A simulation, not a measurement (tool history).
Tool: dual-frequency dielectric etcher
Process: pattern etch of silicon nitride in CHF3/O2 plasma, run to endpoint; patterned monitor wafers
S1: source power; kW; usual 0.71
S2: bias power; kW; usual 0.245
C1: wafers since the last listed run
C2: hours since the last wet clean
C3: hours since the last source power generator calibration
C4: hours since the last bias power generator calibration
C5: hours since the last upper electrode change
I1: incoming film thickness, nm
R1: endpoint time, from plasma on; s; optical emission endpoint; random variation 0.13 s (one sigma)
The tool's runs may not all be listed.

| run | hour | S1 | S2 | C1 | C2 | C3 | C4 | C5 | I1 | R1 |
|---|---|---|---|---|---|---|---|---|---|---|
| 1 | 0 | 0.71 | 0.205 | 0 | 507.4 | 2779.7 | 1745.9 | 5493.7 | 77.1 | 52.4 |
| 2 | 13.3 | 0.71 | 0.205 | 213 | 520.7 | 2793 | 1759.2 | 5507 | 76.2 | 51.9 |
| 3 | 21.5 | 0.71 | 0.205 | 131 | 528.9 | 2801.2 | 1767.4 | 5515.2 | 76.9 | 52.6 |
| 4 | 37.2 | 0.71 | 0.245 | 252 | 544.6 | 2816.9 | 1783.1 | 5530.9 | 77 | 47.6 |
| 5 | 48 | 0.71 | 0.245 | 173 | 555.4 | 2827.7 | 1793.9 | 5541.7 | 77.5 | 47.9 |
| 6 | 65.1 | 0.71 | 0.245 | 274 | 572.5 | 2844.8 | 1811 | 5558.8 | 76.2 | 47.3 |
|  | 92.2 | wet clean of the chamber |
| 7 | 92.7 | 0.71 | 0.219 | 57 | 0.5 | 2872.4 | 1838.6 | 5586.4 | 76.9 | 47.9 |
| 8 | 93 | 0.85 | 0.277 | 4 | 0.8 | 2872.7 | 1838.9 | 5586.7 | 76.7 | 39.9 |
| 9 | 97.2 | 0.85 | 0.277 | 67 | 5 | 2876.9 | 1843.1 | 5590.9 | 75.9 | 39.3 |
|  | 122.9 | source power generator calibrated |
|  | 124.5 | upper electrode replaced |
| 10 | 125 | 0.85 | 0.277 | 356 | 32.8 | 2.1 | 1870.9 | 0.5 | 76.8 | 39.9 |
| 11 | 125.4 | 0.78 | 0.284 | 6 | 33.2 | 2.5 | 1871.3 | 0.9 | 77.3 | 40.6 |
| 12 | 133 | 0.65 | 0.305 | 122 | 40.8 | 10.1 | 1878.9 | 8.5 | 77.1 | 41.4 |
| 13 | 149.9 | 0.71 | 0.245 | 271 | 57.7 | 27 | 1895.8 | 25.4 | 76.4 | 45.1 |
|  | 155.5 | bias power generator calibrated |
| 14 | 158 | 0.6 | 0.188 | 65 | 65.8 | 35.1 | 2.5 | 33.5 | 77.5 | 55.9 |
| 15 | 175.9 | 0.71 | 0.245 | 287 | 83.7 | 53 | 20.4 | 51.4 | 77.4 | 45.7 |
| 16 | 184.4 | 0.71 | 0.284 | 136 | 92.2 | 61.5 | 28.9 | 59.9 | 76.9 | 41.9 |
| 17 | 201 | 0.59 | 0.217 | 266 | 108.8 | 78.1 | 45.5 | 76.5 | 76.1 | 51.1 |
| 18 | 215.6 | 0.71 | 0.282 | 234 | 123.4 | 92.7 | 60.1 | 91.1 | 76.6 | 42.1 |
| 19 | 225 | 0.71 | 0.245 | 151 | 132.8 | 102.1 | 69.5 | 100.5 | 77.1 | 45.7 |
| 20 | 239.5 | 0.71 | 0.245 | 233 | 147.3 | 116.6 | 84 | 115 | 77.1 | 46 |
| 21 | 257.4 | 0.64 | 0.278 | 287 | 165.2 | 134.5 | 101.9 | 132.9 | 76.5 | 43.9 |

How the hidden state differs across the entries between the runs, from the last listed run before each to the first after it:
Between runs 6 and 7: wet clean of the chamber (hour 92.2)
  etch rate over this chamber's usual, %: -5.72 -> -0.455
  measured less the result without the state, R1: +2.7 -> +0.2 s
Between runs 9 and 10: source power generator calibrated (hour 122.9); upper electrode replaced (hour 124.5)
  etch rate over this chamber's usual, %: -0.497 -> -0.755
  measured less the result without the state, R1: +0.2 -> +0.3 s
Between runs 13 and 14: bias power generator calibrated (hour 155.5)
  etch rate over this chamber's usual, %: -0.986 -> -1.06
  measured less the result without the state, R1: +0.4 -> +0.6 s
